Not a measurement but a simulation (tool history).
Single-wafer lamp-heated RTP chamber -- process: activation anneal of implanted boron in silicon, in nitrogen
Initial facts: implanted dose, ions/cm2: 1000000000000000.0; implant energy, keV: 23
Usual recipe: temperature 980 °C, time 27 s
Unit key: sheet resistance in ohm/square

run,hour,temperature,time,"read-back reference wafer on the same gauge, sheet resistance",sheet resistance
1,0.0,980,27,136.89,135.31
2,74.0,980,37,136.77,133.62
3,149.5,980,37,136.85,132.91
# hour 170.1: pyrometer window cleaned and pyrometer calibrated
4,225.7,980,37,136.76,134.00
5,312.1,997,15,136.66,129.66
6,377.9,980,27,136.64,135.32
# hour 415.7: reflector plate cleaned
7,437.7,980,27,136.47,134.84
8,512.0,980,27,136.44,135.43
9,578.2,968,27,136.28,145.22
10,619.4,968,27,136.31,145.57
11,676.3,980,27,136.00,134.83
# hour 775.7: pyrometer window cleaned and pyrometer calibrated
12,779.7,980,27,135.98,134.85
13,867.8,980,27,135.75,133.93
14,932.4,980,33,135.45,133.43
15,996.5,980,27,135.40,134.30
16,1058.6,980,21,135.17,136.43
17,1144.6,980,27,134.94,133.67
# hour 1161.7: reflector plate cleaned
18,1191.2,1008,18,134.67,123.89
19,1257.5,999,27,134.61,124.92
20,1295.2,971,42,134.37,136.03
# hour 1317.8: pyrometer window cleaned and pyrometer calibrated
21,1357.6,994,19,134.31,128.05
22,1439.0,970,41,133.96,136.63
# hour 1441.0: gauge calibrated
23,1489.5,980,27,136.67,135.94
24,1588.5,958,27,136.84,156.43
25,1681.4,961,20,136.81,157.54
# hour 1787.1: pyrometer window cleaned and pyrometer calibrated
26,1787.6,980,32,136.60,133.75
# hour 1825.0: reflector plate cleaned
27,1873.6,970,32,136.63,141.19
28,1959.2,1007,33,136.48,124.73
29,2029.3,980,43,136.46,132.35
30,2112.9,980,37,136.25,133.01
31,2171.1,1001,27,136.24,126.35
32,2236.4,980,27,136.11,135.76
33,2343.1,994,38,136.04,125.88
# hour 2409.7: pyrometer window cleaned and pyrometer calibrated
34,2419.3,952,27,135.79,164.58
35,2526.1,1003,41,135.64,123.34

What would each run have given without the hidden state, its run-to-run variation left as it was?
What the log doesn't record here: true wafer temperature minus pyrometer reading, K; wafer temperature error from the tarnished reflector plate, K; gauge reads high (%).
run,sheet resistance
1,135.40
2,133.75
3,133.10
4,134.26
5,129.99
6,135.75
7,135.35
8,136.05
9,146.01
10,146.43
11,135.74
12,135.96
13,135.23
14,134.87
15,135.91
16,138.23
17,135.67
18,125.87
19,127.10
20,138.53
21,130.60
22,139.63
23,136.12
24,156.66
25,157.82
26,134.04
27,141.58
28,125.14
29,132.86
30,133.63
31,127.01
32,136.58
33,126.80
34,165.96
35,124.58
